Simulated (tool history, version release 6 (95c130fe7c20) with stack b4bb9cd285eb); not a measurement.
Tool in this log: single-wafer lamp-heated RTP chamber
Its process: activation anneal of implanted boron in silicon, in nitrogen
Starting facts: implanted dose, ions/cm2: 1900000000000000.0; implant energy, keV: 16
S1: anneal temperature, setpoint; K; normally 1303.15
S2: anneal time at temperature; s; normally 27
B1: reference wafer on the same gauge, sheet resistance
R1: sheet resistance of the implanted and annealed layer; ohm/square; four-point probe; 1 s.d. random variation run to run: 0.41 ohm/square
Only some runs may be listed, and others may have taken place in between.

Run 1, hour 0.0: usual settings but S1 1281.15 K; B1 59.19. Result: R1 78.54 ohm/square.
At hour 3.0: gauge calibrated.
Run 2, hour 22.0: usual settings but S1 1281.15 K; B1 59.29. Result: R1 78.11 ohm/square.
Run 3, hour 47.3: usual settings; B1 59.31. Result: R1 73.22 ohm/square.
Run 4, hour 73.8: usual settings; B1 59.28. Result: R1 71.99 ohm/square.
At hour 96.8: pyrometer window cleaned and pyrometer calibrated.
Run 5, hour 97.3: usual settings; B1 59.17. Result: R1 73.62 ohm/square.
Run 6, hour 111.9: usual settings; B1 59.30. Result: R1 73.47 ohm/square.
Run 7, hour 126.2: usual settings; B1 59.21. Result: R1 73.69 ohm/square.
Run 8, hour 148.4: usual settings but S1 1281.15 K, S2 19 s; B1 59.36. Result: R1 80.40 ohm/square.
Run 9, hour 161.7: usual settings but S1 1281.15 K, S2 19 s; B1 59.41. Result: R1 78.95 ohm/square.
At hour 200.2: pyrometer window cleaned and pyrometer calibrated.
Run 10, hour 200.7: usual settings but S1 1281.15 K, S2 19 s; B1 59.33. Result: R1 80.21 ohm/square.
Run 11, hour 227.9: usual settings but S1 1310.15 K; B1 59.35. Result: R1 71.45 ohm/square.
Run 12, hour 248.9: usual settings; B1 59.32. Result: R1 72.74 ohm/square.
Run 13, hour 273.9: usual settings but S1 1326.15 K, S2 43 s; B1 59.30. Result: R1 65.46 ohm/square.
Run 14, hour 297.1: usual settings but S1 1317.15 K, S2 12 s; B1 59.26. Result: R1 71.34 ohm/square.
At hour 309.5: pyrometer window cleaned and pyrometer calibrated.
At hour 329.2: gauge calibrated.
Run 15, hour 329.7: usual settings; B1 59.42. Result: R1 72.87 ohm/square.
Run 16, hour 350.9: usual settings but S1 1329.15 K, S2 15 s; B1 59.26. Result: R1 69.10 ohm/square.
Run 17, hour 371.9: usual settings; B1 59.20. Result: R1 72.37 ohm/square.
At hour 402.0: reflector plate cleaned.
Run 18, hour 402.4: usual settings; B1 59.36. Result: R1 71.42 ohm/square.
At hour 424.7: pyrometer window cleaned and pyrometer calibrated.
Run 19, hour 431.1: usual settings but S1 1332.15 K, S2 18 s; B1 59.35. Result: R1 67.93 ohm/square.
Run 20, hour 461.9: usual settings but S1 1328.15 K, S2 35 s; B1 59.29. Result: R1 66.55 ohm/square.
Run 21, hour 480.2: usual settings but S1 1289.15 K, S2 37 s; B1 59.36. Result: R1 74.33 ohm/square.
Run 22, hour 494.4: usual settings but S1 1331.15 K, S2 31 s; B1 59.27. Result: R1 65.47 ohm/square.
At hour 515.6: pyrometer window cleaned and pyrometer calibrated.
Run 23, hour 516.1: usual settings; B1 59.34. Result: R1 73.80 ohm/square.

Consider 5 possible next runs. They are alternatives, not a sequence: every one starts from the tool as it was left by run 23. What does each give?
Run A, hour 516.5: usual settings; B1 ?. Result: R1 ?.
Run B, hour 516.5: usual settings but S2 17 s; B1 ?. Result: R1 ?.
Run C, hour 516.5: usual settings but S1 1327.15 K, S2 33 s; B1 ?. Result: R1 ?.
Run D, hour 516.5: usual settings but S1 1279.15 K, S2 42 s; B1 ?. Result: R1 ?.
Run E, hour 516.5: usual settings but S1 1323.15 K, S2 18 s; B1 ?. Result: R1 ?.

run     B1     R1
  A  59.24  72.90
  B  59.24  74.48
  C  59.24  67.18
  D  59.24  77.05
  E  59.24  70.17
Take away the tool's hidden state, keep each run's random variation, and the runs would have read:
run     R1
  A  73.31
  B  74.93
  C  67.59
  D  77.65
  E  70.54

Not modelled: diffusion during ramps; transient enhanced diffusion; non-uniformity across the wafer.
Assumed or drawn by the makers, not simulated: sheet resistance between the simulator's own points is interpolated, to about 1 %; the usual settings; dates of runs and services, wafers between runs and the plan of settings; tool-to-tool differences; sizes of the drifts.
